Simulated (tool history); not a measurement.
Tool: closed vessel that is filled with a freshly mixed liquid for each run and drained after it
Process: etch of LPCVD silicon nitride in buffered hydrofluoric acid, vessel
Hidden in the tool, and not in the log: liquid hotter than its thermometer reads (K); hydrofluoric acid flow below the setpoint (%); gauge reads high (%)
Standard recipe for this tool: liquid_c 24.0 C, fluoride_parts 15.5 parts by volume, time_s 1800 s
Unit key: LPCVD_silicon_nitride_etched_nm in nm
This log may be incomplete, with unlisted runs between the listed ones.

run	hour	liquid_c	fluoride_parts	time_s	wafers since the last listed run	hours since the thermometer was replaced	hours since the hydrofluoric acid flow meter was replaced	hours since the gauge calibration	read-back film thickness of the LPCVD silicon nitride reference wafer, read on the same gauge (nm)	LPCVD_silicon_nitride_etched_nm
1	0.0	24.0	17.0	1135	0	1532.6	760.7	118.9	39.99	8.23
2	12.8	24.0	15.5	1800	333	1545.4	773.5	131.7	40.07	14.37
3	48.7	24.0	15.5	1800	935	1581.3	809.4	167.6	39.99	14.30
4	74.7	24.0	15.5	1800	677	1607.3	835.4	193.6	40.01	14.34
5	104.4	24.0	15.5	1800	773	1637.0	865.1	223.3	40.00	14.21
6	122.3	24.0	17.0	1165	466	1654.9	883.0	241.2	40.00	8.34
7	148.2	24.0	17.0	1165	674	1680.8	908.9	267.1	40.04	8.38
8	173.5	24.0	17.0	1165	658	1706.1	934.2	292.4	39.96	8.41
# hour 198.5: thermometer replaced
9	199.0	24.0	19.0	1800	638	0.5	959.7	317.9	40.00	10.27
10	212.6	24.0	19.0	1800	354	14.1	973.3	331.5	40.03	10.29
# hour 231.8: hydrofluoric acid flow meter replaced
11	245.5	24.0	15.5	1170	830	47.0	13.7	364.4	39.97	9.03
12	258.6	24.0	19.5	1800	341	60.1	26.8	377.5	39.96	10.95
13	279.4	28.0	18.0	2490	541	80.9	47.6	398.3	40.00	20.48
14	292.4	27.0	10.5	2790	338	93.9	60.6	411.3	40.03	36.80
15	342.2	22.0	15.5	1800	1297	143.7	110.4	461.1	39.98	12.35
# hour 345.8: gauge calibrated
16	355.0	24.0	15.5	1800	333	156.5	123.2	9.2	39.96	13.76
17	375.2	24.0	15.5	1170	526	176.7	143.4	29.4	40.00	8.92
18	402.3	21.0	12.0	1010	705	203.8	170.5	56.5	40.04	8.33
19	421.0	24.0	15.5	1800	487	222.5	189.2	75.2	40.01	13.77
20	443.6	22.5	15.5	1220	588	245.1	211.8	97.8	40.00	8.52
21	473.8	24.0	17.0	1165	786	275.3	242.0	128.0	40.00	8.10
22	504.2	20.0	19.0	1800	791	305.7	272.4	158.4	40.02	9.02
23	538.1	28.5	15.5	1800	882	339.6	306.3	192.3	40.00	17.35
24	556.7	24.0	11.5	1525	484	358.2	324.9	210.9	40.00	15.42
25	581.0	24.0	17.0	1135	632	382.5	349.2	235.2	39.95	7.90
26	593.6	24.0	15.5	2655	328	395.1	361.8	247.8	40.02	20.18
27	613.6	24.0	9.5	910	520	415.1	381.8	267.8	39.99	11.06
28	647.1	28.0	13.5	905	872	448.6	415.3	301.3	39.99	9.79
29	680.9	24.0	15.5	1800	880	482.4	449.1	335.1	40.01	13.81
30	713.9	24.0	15.5	1800	859	515.4	482.1	368.1	39.98	13.82
31	749.2	24.0	17.5	1800	919	550.7	517.4	403.4	40.03	12.16

Predict each of these 5 candidate next runs independently; none follows another, all start after run 31:
A	750.3	24.0	15.5	2275	28	551.8	518.5	404.5	?	?
B	750.3	24.0	20.0	2785	28	551.8	518.5	404.5	?	?
C	750.3	24.0	21.0	1800	28	551.8	518.5	404.5	?	?
D	750.3	25.5	13.5	2435	28	551.8	518.5	404.5	?	?
E	750.3	24.0	15.5	2600	28	551.8	518.5	404.5	?	?

run	read-back film thickness of the LPCVD silicon nitride reference wafer, read on the same gauge (nm)	LPCVD_silicon_nitride_etched_nm
A	40.06	17.34
B	40.06	16.75
C	40.06	10.47
D	40.06	23.05
E	40.06	19.82
Had the tool no hidden state, the same runs would have come out as:
run	LPCVD_silicon_nitride_etched_nm
A	17.29
B	16.46
C	10.29
D	22.99
E	19.76
